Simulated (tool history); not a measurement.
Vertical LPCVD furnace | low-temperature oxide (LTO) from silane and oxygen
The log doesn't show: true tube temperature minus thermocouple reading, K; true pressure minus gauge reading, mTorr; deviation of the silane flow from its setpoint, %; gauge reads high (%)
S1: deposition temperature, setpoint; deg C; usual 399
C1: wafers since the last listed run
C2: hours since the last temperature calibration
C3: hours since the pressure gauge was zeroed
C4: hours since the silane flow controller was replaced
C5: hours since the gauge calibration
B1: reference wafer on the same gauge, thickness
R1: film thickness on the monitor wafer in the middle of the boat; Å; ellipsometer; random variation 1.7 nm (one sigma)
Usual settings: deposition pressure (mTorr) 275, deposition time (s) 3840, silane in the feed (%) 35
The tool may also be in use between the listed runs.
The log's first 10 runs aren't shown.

run 11 day=11.833 | S1=399 deposition_pressure_(mTorr)=325 deposition_time_(s)=3840 silane_in_the_feed_(%)=35 | C1=1322 C2=1345.0 C3=5046.3 C4=4953.7 C5=192.3 | B1=626.12 | R1=7331.6
run 12 day=12.338 | S1=399 deposition_pressure_(mTorr)=275 deposition_time_(s)=3840 silane_in_the_feed_(%)=35 | C1=257 C2=1357.1 C3=5058.4 C4=4965.8 C5=204.4 | B1=626.10 | R1=6164.1
-- day=14.208 thermocouples replaced and temperature profile calibrated
run 13 day=14.229 | S1=399 deposition_pressure_(mTorr)=275 deposition_time_(s)=3840 silane_in_the_feed_(%)=35 | C1=455 C2=0.5 C3=5103.8 C4=5011.2 C5=249.8 | B1=626.12 | R1=6170.2
run 14 day=14.433 | S1=399 deposition_pressure_(mTorr)=275 deposition_time_(s)=3840 silane_in_the_feed_(%)=35 | C1=104 C2=5.4 C3=5108.7 C4=5016.1 C5=254.7 | B1=626.41 | R1=6114.9
run 15 day=14.962 | S1=399 deposition_pressure_(mTorr)=275 deposition_time_(s)=3540 silane_in_the_feed_(%)=35 | C1=270 C2=18.1 C3=5121.4 C4=5028.8 C5=267.4 | B1=626.03 | R1=5682.3
-- day=17.192 silane flow controller replaced
run 16 day=17.212 | S1=399 deposition_pressure_(mTorr)=275 deposition_time_(s)=3840 silane_in_the_feed_(%)=35 | C1=638 C2=72.1 C3=5175.4 C4=0.5 C5=321.4 | B1=626.03 | R1=6128.4
run 17 day=17.371 | S1=407 deposition_pressure_(mTorr)=275 deposition_time_(s)=3840 silane_in_the_feed_(%)=35 | C1=80 C2=75.9 C3=5179.2 C4=4.3 C5=325.2 | B1=625.98 | R1=6738.1
run 18 day=17.738 | S1=399 deposition_pressure_(mTorr)=275 deposition_time_(s)=5040 silane_in_the_feed_(%)=32 | C1=187 C2=84.7 C3=5188.0 C4=13.1 C5=334.0 | B1=626.23 | R1=7148.6
run 19 day=18.667 | S1=399 deposition_pressure_(mTorr)=245 deposition_time_(s)=4470 silane_in_the_feed_(%)=30 | C1=474 C2=107.0 C3=5210.3 C4=35.4 C5=356.3 | B1=625.30 | R1=5120.2
run 20 day=19.421 | S1=394 deposition_pressure_(mTorr)=230 deposition_time_(s)=3390 silane_in_the_feed_(%)=31 | C1=385 C2=125.1 C3=5228.4 C4=53.5 C5=374.4 | B1=626.06 | R1=3567.3
run 21 day=20.104 | S1=399 deposition_pressure_(mTorr)=240 deposition_time_(s)=3840 silane_in_the_feed_(%)=35 | C1=349 C2=141.5 C3=5244.8 C4=69.9 C5=390.8 | B1=625.91 | R1=5275.1
-- day=22.342 pressure gauge zeroed
run 22 day=22.362 | S1=394 deposition_pressure_(mTorr)=240 deposition_time_(s)=3840 silane_in_the_feed_(%)=39 | C1=643 C2=195.7 C3=0.5 C4=124.1 C5=445.0 | B1=625.30 | R1=6075.8
-- day=23.921 gauge calibrated
run 23 day=25.392 | S1=399 deposition_pressure_(mTorr)=275 deposition_time_(s)=4770 silane_in_the_feed_(%)=35 | C1=1548 C2=268.4 C3=73.2 C4=196.8 C5=35.3 | B1=626.64 | R1=7926.7
run 24 day=26.404 | S1=407 deposition_pressure_(mTorr)=275 deposition_time_(s)=3840 silane_in_the_feed_(%)=35 | C1=517 C2=292.7 C3=97.5 C4=221.1 C5=59.6 | B1=626.42 | R1=6990.9
run 25 day=27.333 | S1=392 deposition_pressure_(mTorr)=205 deposition_time_(s)=3120 silane_in_the_feed_(%)=40 | C1=474 C2=315.0 C3=119.8 C4=243.4 C5=81.9 | B1=625.81 | R1=4240.4
run 26 day=27.871 | S1=399 deposition_pressure_(mTorr)=245 deposition_time_(s)=3840 silane_in_the_feed_(%)=35 | C1=274 C2=327.9 C3=132.7 C4=256.3 C5=94.8 | B1=626.10 | R1=5645.6
run 27 day=29.075 | S1=399 deposition_pressure_(mTorr)=275 deposition_time_(s)=4740 silane_in_the_feed_(%)=31 | C1=615 C2=356.8 C3=161.6 C4=285.2 C5=123.7 | B1=626.50 | R1=6670.4
run 28 day=30.083 | S1=399 deposition_pressure_(mTorr)=275 deposition_time_(s)=4980 silane_in_the_feed_(%)=35 | C1=515 C2=381.0 C3=185.8 C4=309.4 C5=147.9 | B1=626.27 | R1=8319.8
run 29 day=31.350 | S1=399 deposition_pressure_(mTorr)=275 deposition_time_(s)=3840 silane_in_the_feed_(%)=35 | C1=647 C2=411.4 C3=216.2 C4=339.8 C5=178.3 | B1=625.77 | R1=6402.4
run 30 day=32.312 | S1=399 deposition_pressure_(mTorr)=275 deposition_time_(s)=4380 silane_in_the_feed_(%)=35 | C1=492 C2=434.5 C3=239.3 C4=362.9 C5=201.4 | B1=626.36 | R1=7300.4
run 31 day=33.683 | S1=392 deposition_pressure_(mTorr)=275 deposition_time_(s)=3840 silane_in_the_feed_(%)=35 | C1=700 C2=467.4 C3=272.2 C4=395.8 C5=234.3 | B1=626.40 | R1=5860.4

Forecast each of these 3 alternatives for the next run:
run A day=33.850 | S1=399 deposition_pressure_(mTorr)=255 deposition_time_(s)=3840 silane_in_the_feed_(%)=35 | C1=85 C2=471.4 C3=276.2 C4=399.8 C5=238.3 | B1=? | R1=?
run B day=33.850 | S1=406 deposition_pressure_(mTorr)=275 deposition_time_(s)=4530 silane_in_the_feed_(%)=29 | C1=85 C2=471.4 C3=276.2 C4=399.8 C5=238.3 | B1=? | R1=?
run C day=33.850 | S1=403 deposition_pressure_(mTorr)=275 deposition_time_(s)=3840 silane_in_the_feed_(%)=35 | C1=85 C2=471.4 C3=276.2 C4=399.8 C5=238.3 | B1=? | R1=?

run=A B1=625.81 R1=5928.4
run=B B1=625.81 R1=6283.2
run=C B1=625.81 R1=6697.6
Without the tool's hidden state the same runs would have given:
run=A R1=5996.3
run=B R1=6349.9
run=C R1=6768.8
